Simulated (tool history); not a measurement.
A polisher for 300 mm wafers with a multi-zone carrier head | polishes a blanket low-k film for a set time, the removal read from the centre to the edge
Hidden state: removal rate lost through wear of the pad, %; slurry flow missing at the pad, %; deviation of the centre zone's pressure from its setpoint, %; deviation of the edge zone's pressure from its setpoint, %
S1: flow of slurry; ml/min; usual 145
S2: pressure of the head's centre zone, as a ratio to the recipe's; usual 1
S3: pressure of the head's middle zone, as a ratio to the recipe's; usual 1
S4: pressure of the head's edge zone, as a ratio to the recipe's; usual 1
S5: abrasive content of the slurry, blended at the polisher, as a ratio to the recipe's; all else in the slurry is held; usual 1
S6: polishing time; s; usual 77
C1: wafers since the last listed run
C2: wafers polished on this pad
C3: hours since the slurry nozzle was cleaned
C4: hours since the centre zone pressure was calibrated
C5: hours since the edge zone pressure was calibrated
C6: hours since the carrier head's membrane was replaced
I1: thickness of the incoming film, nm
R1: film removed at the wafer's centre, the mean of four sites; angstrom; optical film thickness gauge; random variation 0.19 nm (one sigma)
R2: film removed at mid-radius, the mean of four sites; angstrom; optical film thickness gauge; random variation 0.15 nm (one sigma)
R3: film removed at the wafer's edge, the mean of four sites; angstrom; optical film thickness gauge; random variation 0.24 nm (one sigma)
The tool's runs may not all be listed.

| run | hour | S1 | S2 | S3 | S4 | S5 | S6 | C1 | C2 | C3 | C4 | C5 | C6 | I1 | R1 | R2 | R3 |
|---|---|---|---|---|---|---|---|---|---|---|---|---|---|---|---|---|---|
| 1 | 0 | 145 | 1 | 1 | 1 | 1 | 77 | 0 | 3014 | 529.7 | 332.9 | 570.9 | 92.9 | 748.6 | 151 | 156 | 159 |
|  | 72.5 | slurry nozzle cleaned |
| 2 | 80.4 | 145 | 1.1 | 0.94 | 1 | 1 | 77 | 478 | 3493 | 7.9 | 413.3 | 651.3 | 173.3 | 766.6 | 188 | 160 | 169 |
|  | 108 | edge zone pressure recalibrated |
| 3 | 131.6 | 145 | 1 | 1 | 1 | 1 | 104 | 296 | 3790 | 59.1 | 464.5 | 23.6 | 224.5 | 758.4 | 225 | 228 | 223 |
|  | 145.3 | worn pad replaced by a new one |
| 4 | 191.9 | 145 | 1 | 1.07 | 1 | 0.85 | 77 | 339 | 281 | 119.4 | 524.8 | 83.9 | 284.8 | 758 | 150 | 164 | 154 |
|  | 246.8 | centre zone pressure recalibrated |
| 5 | 252 | 145 | 1.06 | 1 | 1 | 1 | 101 | 350 | 631 | 179.5 | 5.2 | 144 | 344.9 | 760.3 | 223 | 219 | 217 |
| 6 | 356.3 | 120 | 1 | 0.96 | 1 | 0.7 | 93 | 629 | 1260 | 283.8 | 109.5 | 248.3 | 449.2 | 767.2 | 147 | 146 | 160 |
| 7 | 438.1 | 145 | 1.06 | 1 | 1 | 1 | 101 | 493 | 1754 | 365.6 | 191.3 | 330.1 | 531 | 759.4 | 218 | 207 | 213 |
| 8 | 486.7 | 145 | 1 | 1 | 1.1 | 1.1 | 59 | 293 | 2047 | 414.2 | 239.9 | 378.7 | 579.6 | 772.3 | 123 | 129 | 138 |
| 9 | 586.5 | 145 | 1.06 | 1 | 1 | 1 | 101 | 601 | 2649 | 514 | 339.7 | 478.5 | 679.4 | 764.1 | 209 | 204 | 211 |
| 10 | 670.5 | 145 | 1 | 1 | 1 | 1 | 77 | 506 | 3156 | 598 | 423.7 | 562.5 | 763.4 | 769.7 | 150 | 157 | 157 |
|  | 700.9 | edge zone pressure recalibrated |
|  | 755.7 | worn pad replaced by a new one |
|  | 763.4 | slurry nozzle cleaned |
| 11 | 768.4 | 145 | 0.9 | 1 | 0.89 | 1 | 61 | 548 | 70 | 5 | 521.6 | 67.5 | 861.3 | 754.1 | 120 | 135 | 132 |
| 12 | 865.1 | 145 | 1 | 0.91 | 1 | 0.8 | 51 | 583 | 654 | 101.7 | 618.3 | 164.2 | 958 | 753.5 | 96 | 90 | 102 |
| 13 | 906 | 145 | 0.9 | 1 | 1 | 0.75 | 77 | 246 | 900 | 142.6 | 659.2 | 205.1 | 998.9 | 769.9 | 125 | 142 | 144 |
| 14 | 954.9 | 145 | 0.92 | 1 | 0.92 | 1 | 93 | 294 | 1195 | 191.5 | 708.1 | 254 | 1047.8 | 752.4 | 174 | 198 | 199 |
|  | 1010.2 | centre zone pressure recalibrated |
| 15 | 1040.2 | 125 | 1 | 1.07 | 1 | 1 | 63 | 502 | 1698 | 276.8 | 30 | 339.3 | 1133.1 | 762.8 | 121 | 132 | 129 |
|  | 1085.9 | carrier head's membrane replaced by a new one |
| 16 | 1098.2 | 145 | 1 | 1 | 1 | 1 | 77 | 319 | 2017 | 334.8 | 88 | 397.3 | 12.3 | 758.5 | 156 | 159 | 161 |
| 17 | 1157.4 | 145 | 1.08 | 1 | 1 | 1 | 77 | 357 | 2374 | 394 | 147.2 | 456.5 | 71.5 | 753.9 | 166 | 157 | 162 |
|  | 1301.7 | edge zone pressure recalibrated |
|  | 1420.5 | slurry nozzle cleaned |
| 18 | 1477.3 | 185 | 1 | 0.97 | 1 | 1 | 87 | 1911 | 4286 | 56.8 | 467.1 | 175.6 | 391.4 | 755.7 | 198 | 196 | 201 |
|  | 1512.4 | worn pad replaced by a new one |
| 19 | 1555.3 | 125 | 1 | 1 | 1 | 1.25 | 77 | 446 | 258 | 134.8 | 545.1 | 253.6 | 469.4 | 757.6 | 170 | 177 | 175 |
| 20 | 1605 | 145 | 1 | 1 | 1.12 | 1 | 77 | 299 | 558 | 184.5 | 594.8 | 303.3 | 519.1 | 762.9 | 159 | 164 | 168 |
| 21 | 1673.3 | 145 | 1 | 1 | 1 | 1 | 77 | 411 | 970 | 252.8 | 663.1 | 371.6 | 587.4 | 747.8 | 155 | 163 | 166 |
| 22 | 1725.1 | 105 | 1 | 1.09 | 1 | 1 | 77 | 312 | 1283 | 304.6 | 714.9 | 423.4 | 639.2 | 759.7 | 135 | 156 | 147 |

Forecast each of these 3 alternatives for the next run:
| A | 1725.5 | 145 | 1 | 1 | 1 | 1 | 77 | 2 | 1285 | 305 | 715.3 | 423.8 | 639.6 | 748.3 | ? | ? | ? |
| B | 1725.5 | 145 | 1 | 1.03 | 0.89 | 1 | 89 | 2 | 1285 | 305 | 715.3 | 423.8 | 639.6 | 748.3 | ? | ? | ? |
| C | 1725.5 | 170 | 1 | 1 | 1.1 | 1 | 77 | 2 | 1285 | 305 | 715.3 | 423.8 | 639.6 | 748.3 | ? | ? | ? |

| run | R1 | R2 | R3 |
|---|---|---|---|
| A | 153 | 158 | 164 |
| B | 177 | 188 | 184 |
| C | 160 | 165 | 173 |
Without the tool's hidden state the same runs would have given:
| run | R1 | R2 | R3 |
|---|---|---|---|
| A | 165 | 170 | 172 |
| B | 191 | 201 | 193 |
| C | 171 | 175 | 181 |
